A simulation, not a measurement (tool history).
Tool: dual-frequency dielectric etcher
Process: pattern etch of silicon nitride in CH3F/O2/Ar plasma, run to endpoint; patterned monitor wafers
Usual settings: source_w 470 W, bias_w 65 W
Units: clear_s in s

run  hour  source_w  bias_w  wafers since the last listed run  hours since the last wet clean  hours since the last source power generator calibration  hours since the last bias power generator calibration  hours since the last upper electrode change  incoming incoming film thickness, nm  clear_s
  1     0       470      65                                 0                           306.3                                                   2901.4                                                 2299.2                                       4585.7                                 36.23       53
  2  10.4       470      65                               163                           316.7                                                   2911.8                                                 2309.6                                       4596.1                                 36.74     53.6
  3  27.5       470      65                               268                           333.8                                                   2928.9                                                 2326.7                                       4613.2                                 36.97     53.9
  4  35.2       470      65                               121                           341.5                                                   2936.6                                                 2334.4                                       4620.9                                 36.82       54
  5  46.9       470      65                               183                           353.2                                                   2948.3                                                 2346.1                                       4632.6                                    37     54.3
  6  54.6       470      65                               121                           360.9                                                     2956                                                 2353.8                                       4640.3                                 36.96     54.1
  7    63       470      65                               132                           369.3                                                   2964.4                                                 2362.2                                       4648.7                                 36.65       54
  8    77       470      65                               220                           383.3                                                   2978.4                                                 2376.2                                       4662.7                                 36.74       54

The next listed run, before its measurement:
  9    86       430      65                               141                           392.3                                                   2987.4                                                 2385.2                                       4671.7                                  37.1        ?

Run 9 gave clear_s 57.1 s.
Without the tool's hidden state the same run would have given clear_s 53.9 s.
